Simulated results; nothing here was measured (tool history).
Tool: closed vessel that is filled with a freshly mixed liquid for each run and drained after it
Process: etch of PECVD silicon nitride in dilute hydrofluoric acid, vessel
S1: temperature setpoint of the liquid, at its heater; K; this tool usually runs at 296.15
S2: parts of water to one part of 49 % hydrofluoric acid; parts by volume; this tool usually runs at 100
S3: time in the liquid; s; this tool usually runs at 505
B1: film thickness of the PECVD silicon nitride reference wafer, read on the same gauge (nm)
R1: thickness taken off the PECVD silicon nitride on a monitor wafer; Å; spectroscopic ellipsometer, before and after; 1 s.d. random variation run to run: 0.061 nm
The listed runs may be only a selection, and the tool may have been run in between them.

run,day,S1,S2,S3,B1,R1
1,0,296.15,100,425,79.99,96.8
2,1.321,296.15,100,425,80.03,98
3,3.346,296.15,100,425,79.97,96.8
4,4.5,296.15,100,505,80.03,117.7
5,6.079,296.15,100,505,79.96,115.8
6,7.596,296.15,100,505,79.98,116
# day 9.371: thermometer replaced
7,10.317,296.15,100,505,80.04,117
8,12.962,294.65,100,505,80.04,105.8
9,14.325,294.65,100,505,80,106.8
10,15.412,291.15,80,400,80.01,83.3
11,23.862,291.65,75,260,80,59.5
12,25.988,292.15,100,505,80,92.1
13,27.612,296.15,100,505,80.02,119.8
14,29.012,296.15,100,505,80.02,119.5
15,30.017,294.65,120,215,79.99,38.6
# day 31.75: hydrofluoric acid flow meter replaced
# day 33.875: gauge calibrated
16,37.067,296.15,50,635,79.99,275.3
17,39.592,296.15,100,505,80.01,112.4
18,42.296,300.65,60,740,80.01,364.5
19,45.021,296.15,70,505,80.02,158.5
20,46.192,291.65,115,615,79.96,88
21,47.317,297.65,100,780,79.99,192.9
22,48.9,296.15,115,505,80.02,98.1
23,51.338,292.65,65,275,79.98,73.8
24,54.021,298.65,100,505,80.02,135.3
25,55.321,292.15,100,220,80,37.8
26,57.758,291.15,100,265,80,42.7
27,61.046,296.15,100,505,79.96,114.5
28,62.233,296.15,100,505,80.03,116
29,64.85,300.15,60,795,80.02,394.6
30,65.858,296.15,100,505,80,115
31,67.888,296.15,100,250,79.99,57
32,69.821,291.65,150,615,79.99,70.7

What if the next run were any one of these 4? Each begins from the tool's condition after run 32:
A,69.854,296.15,100,505,?,?
B,69.854,299.65,115,505,?,?
C,69.854,296.15,115,310,?,?
D,69.854,296.15,80,300,?,?

run,B1,R1
A,79.98,115.6
B,79.98,126.6
C,79.98,61.8
D,79.98,85.5
With the hidden condition removed and each run's random variation left untouched, the same runs would have given:
run,R1
A,109.6
B,119.9
C,58.6
D,81.1
